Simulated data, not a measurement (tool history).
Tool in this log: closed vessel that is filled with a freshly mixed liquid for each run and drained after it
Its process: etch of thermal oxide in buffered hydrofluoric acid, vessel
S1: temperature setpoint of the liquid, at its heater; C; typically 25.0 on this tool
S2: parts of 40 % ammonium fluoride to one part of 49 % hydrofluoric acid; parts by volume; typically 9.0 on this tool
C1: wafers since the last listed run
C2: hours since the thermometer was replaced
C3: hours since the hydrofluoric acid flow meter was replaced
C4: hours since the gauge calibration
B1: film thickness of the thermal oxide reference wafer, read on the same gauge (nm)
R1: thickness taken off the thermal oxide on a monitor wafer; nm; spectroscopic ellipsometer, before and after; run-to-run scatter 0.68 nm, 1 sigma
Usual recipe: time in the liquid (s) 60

run 1 hour=0.0 | S1=25.0 S2=9.0 time_in_the_liquid_(s)=60 | C1=0 C2=1318.3 C3=904.4 C4=1757.4 | B1=129.99 | R1=69.54
run 2 hour=94.4 | S1=25.0 S2=9.0 time_in_the_liquid_(s)=60 | C1=11446 C2=1412.7 C3=998.8 C4=1851.8 | B1=130.01 | R1=70.30
-- hour=127.0 thermometer replaced
-- hour=128.2 hydrofluoric acid flow meter replaced
run 3 hour=149.0 | S1=25.0 S2=9.0 time_in_the_liquid_(s)=40 | C1=6378 C2=22.0 C3=20.8 C4=1906.4 | B1=130.00 | R1=46.67
run 4 hour=250.4 | S1=21.5 S2=9.0 time_in_the_liquid_(s)=45 | C1=12295 C2=123.4 C3=122.2 C4=2007.8 | B1=130.00 | R1=42.89
run 5 hour=292.3 | S1=21.5 S2=9.0 time_in_the_liquid_(s)=45 | C1=5080 C2=165.3 C3=164.1 C4=2049.7 | B1=129.99 | R1=43.39
run 6 hour=384.4 | S1=21.5 S2=9.0 time_in_the_liquid_(s)=45 | C1=11167 C2=257.4 C3=256.2 C4=2141.8 | B1=130.00 | R1=43.68
run 7 hour=481.9 | S1=25.0 S2=9.0 time_in_the_liquid_(s)=85 | C1=11822 C2=354.9 C3=353.7 C4=2239.3 | B1=130.00 | R1=99.04
run 8 hour=559.2 | S1=25.0 S2=9.0 time_in_the_liquid_(s)=60 | C1=9373 C2=432.2 C3=431.0 C4=2316.6 | B1=129.99 | R1=70.65
run 9 hour=620.3 | S1=25.0 S2=9.0 time_in_the_liquid_(s)=60 | C1=7408 C2=493.3 C3=492.1 C4=2377.7 | B1=130.02 | R1=71.13
run 10 hour=727.3 | S1=25.0 S2=9.0 time_in_the_liquid_(s)=60 | C1=12974 C2=600.3 C3=599.1 C4=2484.7 | B1=130.02 | R1=71.08
run 11 hour=775.9 | S1=25.0 S2=9.0 time_in_the_liquid_(s)=60 | C1=5893 C2=648.9 C3=647.7 C4=2533.3 | B1=129.99 | R1=70.52
run 12 hour=902.2 | S1=25.0 S2=9.0 time_in_the_liquid_(s)=60 | C1=15314 C2=775.2 C3=774.0 C4=2659.6 | B1=130.01 | R1=70.25
run 13 hour=995.2 | S1=29.5 S2=9.0 time_in_the_liquid_(s)=85 | C1=11276 C2=868.2 C3=867.0 C4=2752.6 | B1=130.01 | R1=126.21
run 14 hour=1086.3 | S1=25.0 S2=9.0 time_in_the_liquid_(s)=60 | C1=11046 C2=959.3 C3=958.1 C4=2843.7 | B1=130.00 | R1=71.12
run 15 hour=1164.1 | S1=27.0 S2=9.0 time_in_the_liquid_(s)=95 | C1=9433 C2=1037.1 C3=1035.9 C4=2921.5 | B1=129.98 | R1=124.84
-- hour=1180.1 hydrofluoric acid flow meter replaced
run 16 hour=1247.3 | S1=25.0 S2=9.0 time_in_the_liquid_(s)=75 | C1=9967 C2=1120.3 C3=67.2 C4=3004.7 | B1=129.99 | R1=86.54
run 17 hour=1340.4 | S1=25.0 S2=6.0 time_in_the_liquid_(s)=75 | C1=11288 C2=1213.4 C3=160.3 C4=3097.8 | B1=130.01 | R1=131.62
-- hour=1407.9 gauge calibrated
run 18 hour=1414.9 | S1=28.0 S2=11.0 time_in_the_liquid_(s)=35 | C1=9033 C2=1287.9 C3=234.8 C4=7.0 | B1=130.00 | R1=40.77
run 19 hour=1454.2 | S1=29.5 S2=12.5 time_in_the_liquid_(s)=60 | C1=4765 C2=1327.2 C3=274.1 C4=46.3 | B1=129.99 | R1=67.23
run 20 hour=1510.5 | S1=25.0 S2=10.0 time_in_the_liquid_(s)=60 | C1=6826 C2=1383.5 C3=330.4 C4=102.6 | B1=130.01 | R1=66.24
run 21 hour=1556.9 | S1=25.0 S2=10.5 time_in_the_liquid_(s)=50 | C1=5626 C2=1429.9 C3=376.8 C4=149.0 | B1=130.01 | R1=51.86
-- hour=1608.9 thermometer replaced
run 22 hour=1663.9 | S1=22.5 S2=9.0 time_in_the_liquid_(s)=30 | C1=12853 C2=55.0 C3=483.8 C4=256.0 | B1=129.99 | R1=30.66
run 23 hour=1761.4 | S1=20.5 S2=11.5 time_in_the_liquid_(s)=80 | C1=11822 C2=152.5 C3=581.3 C4=353.5 | B1=129.99 | R1=59.23
run 24 hour=1852.2 | S1=23.0 S2=11.5 time_in_the_liquid_(s)=60 | C1=11009 C2=243.3 C3=672.1 C4=444.3 | B1=130.00 | R1=52.26
run 25 hour=1892.3 | S1=25.0 S2=9.0 time_in_the_liquid_(s)=60 | C1=4862 C2=283.4 C3=712.2 C4=484.4 | B1=129.99 | R1=69.36
run 26 hour=1990.2 | S1=25.0 S2=9.0 time_in_the_liquid_(s)=60 | C1=11870 C2=381.3 C3=810.1 C4=582.3 | B1=129.99 | R1=69.50
-- hour=2028.3 hydrofluoric acid flow meter replaced
run 27 hour=2066.1 | S1=25.0 S2=11.0 time_in_the_liquid_(s)=60 | C1=9082 C2=457.2 C3=37.8 C4=658.2 | B1=130.01 | R1=59.79
run 28 hour=2158.7 | S1=25.0 S2=11.0 time_in_the_liquid_(s)=70 | C1=11228 C2=549.8 C3=130.4 C4=750.8 | B1=130.02 | R1=70.36
run 29 hour=2198.8 | S1=25.0 S2=9.0 time_in_the_liquid_(s)=45 | C1=4862 C2=589.9 C3=170.5 C4=790.9 | B1=130.00 | R1=52.28
run 30 hour=2242.7 | S1=20.5 S2=9.0 time_in_the_liquid_(s)=70 | C1=5323 C2=633.8 C3=214.4 C4=834.8 | B1=129.98 | R1=63.93
run 31 hour=2290.6 | S1=25.0 S2=9.0 time_in_the_liquid_(s)=60 | C1=5808 C2=681.7 C3=262.3 C4=882.7 | B1=130.00 | R1=70.44
run 32 hour=2338.9 | S1=28.5 S2=10.5 time_in_the_liquid_(s)=85 | C1=5856 C2=730.0 C3=310.6 C4=931.0 | B1=129.99 | R1=107.50
run 33 hour=2402.8 | S1=29.5 S2=9.0 time_in_the_liquid_(s)=60 | C1=7748 C2=793.9 C3=374.5 C4=994.9 | B1=129.99 | R1=88.09
run 34 hour=2509.6 | S1=25.0 S2=9.0 time_in_the_liquid_(s)=45 | C1=12950 C2=900.7 C3=481.3 C4=1101.7 | B1=129.97 | R1=52.51

What if the next run were any one of these 3? Each begins from the tool's condition after run 34:
run A hour=2510.3 | S1=25.0 S2=9.0 time_in_the_liquid_(s)=90 | C1=84 C2=901.4 C3=482.0 C4=1102.4 | B1=? | R1=?
run B hour=2510.3 | S1=22.5 S2=9.0 time_in_the_liquid_(s)=85 | C1=84 C2=901.4 C3=482.0 C4=1102.4 | B1=? | R1=?
run C hour=2510.3 | S1=22.0 S2=9.0 time_in_the_liquid_(s)=60 | C1=84 C2=901.4 C3=482.0 C4=1102.4 | B1=? | R1=?

run=A B1=130.00 R1=106.94
run=B B1=130.00 R1=88.12
run=C B1=130.00 R1=60.51
With the hidden condition removed and each run's random variation left untouched, the same runs would have given:
run=A R1=106.94
run=B R1=88.12
run=C R1=60.51

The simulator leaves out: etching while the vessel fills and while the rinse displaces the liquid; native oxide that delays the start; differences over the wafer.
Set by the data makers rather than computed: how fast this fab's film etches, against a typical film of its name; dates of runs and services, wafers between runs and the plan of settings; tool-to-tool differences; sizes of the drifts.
